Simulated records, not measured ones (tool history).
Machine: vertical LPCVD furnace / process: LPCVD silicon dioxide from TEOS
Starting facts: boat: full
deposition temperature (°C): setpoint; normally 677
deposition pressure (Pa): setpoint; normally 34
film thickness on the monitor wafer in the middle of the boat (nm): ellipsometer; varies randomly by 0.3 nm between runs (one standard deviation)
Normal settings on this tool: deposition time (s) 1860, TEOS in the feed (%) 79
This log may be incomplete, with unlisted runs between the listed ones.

run,day,deposition temperature (°C),deposition pressure (Pa),deposition time (s),TEOS in the feed (%),"read-back reference wafer on the same gauge, thickness",film thickness on the monitor wafer in the middle of the boat (nm)
1,0,677,34,1860,79,141.03,138.86
2,1.988,677,34,1860,79,141.02,138.77
3,4.825,677,34,1860,79,141.03,138.67
4,6.95,685,27.3,1860,79,141,149.37
5,10.142,685,27.3,1860,79,140.87,150
6,13.583,685,27.3,1860,79,141,149.85
7,16.142,677,34,1650,79,140.94,122.92
8,20.608,677,34,1650,79,141.02,122.84
9,23.158,677,34,1860,73,141.01,128.63
10,26.304,677,34,1860,79,141.02,133.88
11,29.129,677,34,1860,79,141.09,134.56
12,30.812,677,34,1860,79,141.03,134
13,32.4,677,38.7,1860,79,141.01,143.94
14,38.762,677,34,1860,79,140.98,133.99
15,41.258,677,34,1860,79,140.98,134.44
16,42.783,672,37.3,1860,89,141.03,132.87
17,46.625,674,34,1860,79,140.92,127.62
18,49.746,677,34,1860,79,140.89,137.3
19,53.975,677,34,2280,93,140.99,183.66
20,60.5,672,40,1860,79,141.04,132.27
21,63.042,670,31.3,1140,88,141.13,72.41
22,66.871,677,34,1860,79,140.93,138.43
23,69.4,677,29.3,2220,79,141.05,152.95
24,71.254,677,30,1860,79,141.02,130.39
25,73.504,677,34,1860,79,141,138.05
26,77.425,672,30,1860,93,141.02,125.69
27,80.004,677,34,1350,79,140.98,100.63
28,83.6,677,34,1860,79,141.06,138.59
29,85.946,677,34,1320,79,141.05,98.93
30,88.504,677,40,2310,72,140.92,178.69
31,92.971,667,28,1620,79,141.05,85.82

Not shown: 4 entries that the log had between the listed runs. Between which runs, and how does the tool's hidden state differ before and after?
From run 7 to run 8: gauge calibrated (day 20.546)
  true pressure minus gauge reading, mTorr: -9.37 -> -9.81
  what was measured, less what the result would be without the hidden state, film thickness on the monitor wafer in the middle of the boat (nm): +1.53 -> +1.43
From run 8 to run 9: thermocouples replaced and temperature profile calibrated (day 23.138)
  true tube temperature minus thermocouple reading, K: 1.28 -> 0.0587; true pressure minus gauge reading, mTorr: -9.81 -> -10.1
  what was measured, less what the result would be without the hidden state, film thickness on the monitor wafer in the middle of the boat (nm): +1.43 -> -2.43
From run 16 to run 17: pressure gauge zeroed (day 46.604)
  true tube temperature minus thermocouple reading, K: 0.386 -> 0.44; true pressure minus gauge reading, mTorr: -12.2 -> -0.913
  what was measured, less what the result would be without the hidden state, film thickness on the monitor wafer in the middle of the boat (nm): -1.7 -> +1.14
From run 19 to run 20: TEOS flow controller replaced (day 57.271)
  true tube temperature minus thermocouple reading, K: 0.534 -> 0.611; true pressure minus gauge reading, mTorr: -0.931 -> -0.978
  what was measured, less what the result would be without the hidden state, film thickness on the monitor wafer in the middle of the boat (nm): +2.04 -> +1.76

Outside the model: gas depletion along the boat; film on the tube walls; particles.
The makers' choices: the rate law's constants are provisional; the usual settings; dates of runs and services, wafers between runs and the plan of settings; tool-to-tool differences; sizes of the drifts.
